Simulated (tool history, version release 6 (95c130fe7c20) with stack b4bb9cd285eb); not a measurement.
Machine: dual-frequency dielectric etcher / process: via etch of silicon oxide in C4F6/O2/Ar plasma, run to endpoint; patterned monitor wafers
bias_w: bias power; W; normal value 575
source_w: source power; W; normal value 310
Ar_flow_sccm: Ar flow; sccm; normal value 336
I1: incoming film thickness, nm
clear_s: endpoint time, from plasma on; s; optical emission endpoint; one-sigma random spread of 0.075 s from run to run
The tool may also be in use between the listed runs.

{"run": 1, "day": 0.0, "bias_w": 575, "source_w": 330, "Ar_flow_sccm": 336, "I1": 73.6, "clear_s": 15.7}
{"run": 2, "day": 3.842, "bias_w": 575, "source_w": 330, "Ar_flow_sccm": 336, "I1": 73.0, "clear_s": 15.5}
{"run": 3, "day": 7.358, "bias_w": 575, "source_w": 310, "Ar_flow_sccm": 336, "I1": 73.1, "clear_s": 16.2}
{"run": 4, "day": 9.654, "bias_w": 575, "source_w": 310, "Ar_flow_sccm": 336, "I1": 73.3, "clear_s": 16.1}
{"run": 5, "day": 14.817, "bias_w": 575, "source_w": 310, "Ar_flow_sccm": 336, "I1": 72.9, "clear_s": 16.0}
{"run": 6, "day": 17.162, "bias_w": 575, "source_w": 310, "Ar_flow_sccm": 336, "I1": 72.8, "clear_s": 16.2}
{"day": 21.342, "done": "wet clean of the chamber"}
{"run": 7, "day": 21.392, "bias_w": 575, "source_w": 310, "Ar_flow_sccm": 336, "I1": 73.1, "clear_s": 16.0}
{"run": 8, "day": 24.3, "bias_w": 575, "source_w": 310, "Ar_flow_sccm": 336, "I1": 72.7, "clear_s": 16.1}
{"run": 9, "day": 26.346, "bias_w": 498, "source_w": 310, "Ar_flow_sccm": 336, "I1": 73.3, "clear_s": 17.5}
{"day": 27.217, "done": "source power generator calibrated"}
{"run": 10, "day": 30.617, "bias_w": 498, "source_w": 310, "Ar_flow_sccm": 336, "I1": 74.0, "clear_s": 17.7}
{"run": 11, "day": 33.612, "bias_w": 498, "source_w": 310, "Ar_flow_sccm": 336, "I1": 72.7, "clear_s": 17.5}
{"run": 12, "day": 35.729, "bias_w": 575, "source_w": 310, "Ar_flow_sccm": 336, "I1": 73.2, "clear_s": 16.2}
{"run": 13, "day": 37.304, "bias_w": 575, "source_w": 310, "Ar_flow_sccm": 336, "I1": 73.3, "clear_s": 16.3}
{"run": 14, "day": 39.983, "bias_w": 575, "source_w": 280, "Ar_flow_sccm": 354, "I1": 73.2, "clear_s": 17.5}
{"day": 44.217, "done": "wet clean of the chamber"}
{"run": 15, "day": 44.421, "bias_w": 575, "source_w": 230, "Ar_flow_sccm": 336, "I1": 73.0, "clear_s": 19.7}
{"day": 50.054, "done": "bias power generator calibrated"}
{"run": 16, "day": 50.979, "bias_w": 657, "source_w": 310, "Ar_flow_sccm": 272, "I1": 73.7, "clear_s": 15.1}
{"day": 52.612, "done": "upper electrode replaced"}
{"run": 17, "day": 53.829, "bias_w": 695, "source_w": 290, "Ar_flow_sccm": 307, "I1": 73.4, "clear_s": 15.6}
{"run": 18, "day": 56.05, "bias_w": 575, "source_w": 310, "Ar_flow_sccm": 366, "I1": 73.5, "clear_s": 16.5}
{"run": 19, "day": 59.283, "bias_w": 575, "source_w": 230, "Ar_flow_sccm": 415, "I1": 73.3, "clear_s": 20.4}
{"day": 59.646, "done": "Ar flow controller replaced"}
{"run": 20, "day": 61.621, "bias_w": 712, "source_w": 330, "Ar_flow_sccm": 307, "I1": 72.8, "clear_s": 14.1}
{"run": 21, "day": 64.504, "bias_w": 575, "source_w": 310, "Ar_flow_sccm": 275, "I1": 73.3, "clear_s": 16.3}
{"day": 67.217, "done": "bias power generator calibrated, repeated, since the last time left the tool worse"}
{"day": 68.033, "done": "wet clean of the chamber"}
{"run": 22, "day": 68.054, "bias_w": 451, "source_w": 340, "Ar_flow_sccm": 407, "I1": 73.5, "clear_s": 17.7}
{"run": 23, "day": 70.454, "bias_w": 575, "source_w": 310, "Ar_flow_sccm": 336, "I1": 73.0, "clear_s": 16.0}
{"run": 24, "day": 73.175, "bias_w": 575, "source_w": 310, "Ar_flow_sccm": 385, "I1": 72.9, "clear_s": 16.2}
{"run": 25, "day": 75.617, "bias_w": 575, "source_w": 240, "Ar_flow_sccm": 336, "I1": 73.1, "clear_s": 18.8}
{"run": 26, "day": 77.658, "bias_w": 575, "source_w": 310, "Ar_flow_sccm": 336, "I1": 73.2, "clear_s": 16.2}
{"run": 27, "day": 80.888, "bias_w": 481, "source_w": 240, "Ar_flow_sccm": 366, "I1": 72.7, "clear_s": 20.7}
{"run": 28, "day": 84.612, "bias_w": 447, "source_w": 270, "Ar_flow_sccm": 299, "I1": 73.1, "clear_s": 19.5}

Branching from run 28: 4 alternative next runs. What would each branch give?
{"run": "A", "day": 84.629, "bias_w": 575, "source_w": 340, "Ar_flow_sccm": 336, "I1": 73.1, "clear_s": "?"}
{"run": "B", "day": 84.629, "bias_w": 442, "source_w": 240, "Ar_flow_sccm": 406, "I1": 73.1, "clear_s": "?"}
{"run": "C", "day": 84.629, "bias_w": 680, "source_w": 310, "Ar_flow_sccm": 336, "I1": 73.1, "clear_s": "?"}
{"run": "D", "day": 84.629, "bias_w": 613, "source_w": 280, "Ar_flow_sccm": 336, "I1": 73.1, "clear_s": "?"}

run=A clear_s=15.2
run=B clear_s=22.0
run=C clear_s=14.7
run=D clear_s=16.5
Without the tool's unlogged condition, the same runs would have read:
run=A clear_s=15.1
run=B clear_s=21.9
run=C clear_s=14.7
run=D clear_s=16.4
